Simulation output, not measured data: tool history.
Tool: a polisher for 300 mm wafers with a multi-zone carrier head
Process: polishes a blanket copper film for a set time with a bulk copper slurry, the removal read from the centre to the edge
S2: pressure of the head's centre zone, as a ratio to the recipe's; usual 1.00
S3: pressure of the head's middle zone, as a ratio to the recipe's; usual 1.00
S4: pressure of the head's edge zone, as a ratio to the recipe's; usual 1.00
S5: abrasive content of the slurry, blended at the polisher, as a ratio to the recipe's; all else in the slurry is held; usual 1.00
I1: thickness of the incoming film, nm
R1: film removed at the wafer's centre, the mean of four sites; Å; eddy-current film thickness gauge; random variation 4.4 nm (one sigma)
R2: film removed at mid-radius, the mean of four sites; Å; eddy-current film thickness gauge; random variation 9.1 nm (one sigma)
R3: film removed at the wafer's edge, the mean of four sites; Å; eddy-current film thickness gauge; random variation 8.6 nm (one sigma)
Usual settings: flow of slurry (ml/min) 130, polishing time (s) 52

Run 1, hour 0.0: usual settings; I1 3959.1. Result: R1 5819 Å, R2 5829 Å, R3 6015 Å.
Run 2, hour 12.0: usual settings; I1 4008.6. Result: R1 5723 Å, R2 5812 Å, R3 6152 Å.
Run 3, hour 21.4: usual settings; I1 3923.6. Result: R1 5775 Å, R2 5727 Å, R3 6031 Å.
At hour 28.8: edge zone pressure recalibrated.
Run 4, hour 38.2: usual settings but flow of slurry (ml/min) 110, S3 0.89, S4 1.03, polishing time (s) 38; I1 4039.1. Result: R1 3973 Å, R2 3588 Å, R3 4337 Å.
Run 5, hour 58.8: usual settings but flow of slurry (ml/min) 110, polishing time (s) 59; I1 3913.2. Result: R1 6037 Å, R2 6058 Å, R3 6668 Å.
At hour 68.7: centre zone pressure recalibrated.
Run 6, hour 69.5: usual settings but flow of slurry (ml/min) 170, S2 0.94, S3 0.93, S5 1.25; I1 4019.9. Result: R1 6032 Å, R2 6060 Å, R3 6527 Å.
At hour 79.5: worn pad replaced by a new one.
At hour 101.8: carrier head's membrane replaced by a new one.
Run 7, hour 103.8: usual settings but S4 1.04, polishing time (s) 70; I1 3992.0. Result: R1 7719 Å, R2 8009 Å, R3 8574 Å.
Run 8, hour 119.2: usual settings; I1 3953.7. Result: R1 5770 Å, R2 5860 Å, R3 5943 Å.
At hour 121.7: slurry nozzle cleaned.
Run 9, hour 135.9: usual settings but S2 1.05, S3 1.05, S5 0.70, polishing time (s) 35; I1 4004.5. Result: R1 4015 Å, R2 3991 Å, R3 4005 Å.
Run 10, hour 148.0: usual settings but S2 1.07, S3 1.09, S5 0.80; I1 3977.5. Result: R1 6087 Å, R2 6176 Å, R3 6028 Å.
Run 11, hour 160.1: usual settings but S4 0.90, S5 0.70, polishing time (s) 67; I1 4023.7. Result: R1 7250 Å, R2 7391 Å, R3 7118 Å.
Run 12, hour 171.6: usual settings; I1 4001.6. Result: R1 5911 Å, R2 5828 Å, R3 6118 Å.
Run 13, hour 182.0: usual settings but flow of slurry (ml/min) 160, S5 1.15; I1 3995.6. Result: R1 6415 Å, R2 6623 Å, R3 6577 Å.
Run 14, hour 188.1: usual settings but S2 0.95, polishing time (s) 62; I1 4028.8. Result: R1 6716 Å, R2 7299 Å, R3 7432 Å.
At hour 197.3: worn pad replaced by a new one.
Run 15, hour 233.7: usual settings but flow of slurry (ml/min) 165, S2 1.05, S4 1.05, polishing time (s) 44; I1 3940.9. Result: R1 5716 Å, R2 5484 Å, R3 5723 Å.
Run 16, hour 246.3: usual settings but flow of slurry (ml/min) 150, S2 1.06; I1 3980.3. Result: R1 6586 Å, R2 6291 Å, R3 6485 Å.
Run 17, hour 254.5: usual settings but S5 1.10; I1 3999.9. Result: R1 6079 Å, R2 6237 Å, R3 6474 Å.
Run 18, hour 275.5: usual settings but flow of slurry (ml/min) 115, S4 0.93; I1 4035.0. Result: R1 5699 Å, R2 5912 Å, R3 5903 Å.
Run 19, hour 284.7: usual settings but flow of slurry (ml/min) 150, S5 1.15; I1 4030.3. Result: R1 6353 Å, R2 6254 Å, R3 6445 Å.
Run 20, hour 296.5: usual settings but S2 1.04; I1 3978.3. Result: R1 6163 Å, R2 5937 Å, R3 6283 Å.
Run 21, hour 309.7: usual settings; I1 3928.5. Result: R1 5871 Å, R2 5957 Å, R3 6244 Å.
At hour 318.8: worn pad replaced by a new one.
Run 22, hour 320.8: usual settings; I1 4022.5. Result: R1 6167 Å, R2 6219 Å, R3 6556 Å.

Forecast each of these 3 alternatives for the next run:
Run A, hour 321.2: usual settings; I1 4018.1. Result: R1 ?, R2 ?, R3 ?.
Run B, hour 321.2: usual settings but flow of slurry (ml/min) 155, S4 1.06, S5 1.20; I1 4018.1. Result: R1 ?, R2 ?, R3 ?.
Run C, hour 321.2: usual settings but S3 1.09, S4 0.95; I1 4018.1. Result: R1 ?, R2 ?, R3 ?.

run    R1    R2    R3
  A  6230  6197  6585
  B  6758  6685  7206
  C  6234  6668  6433
Without the tool's hidden state the same runs would have given:
run    R1    R2    R3
  A  6354  6311  6684
  B  6878  6796  7307
  C  6358  6791  6530
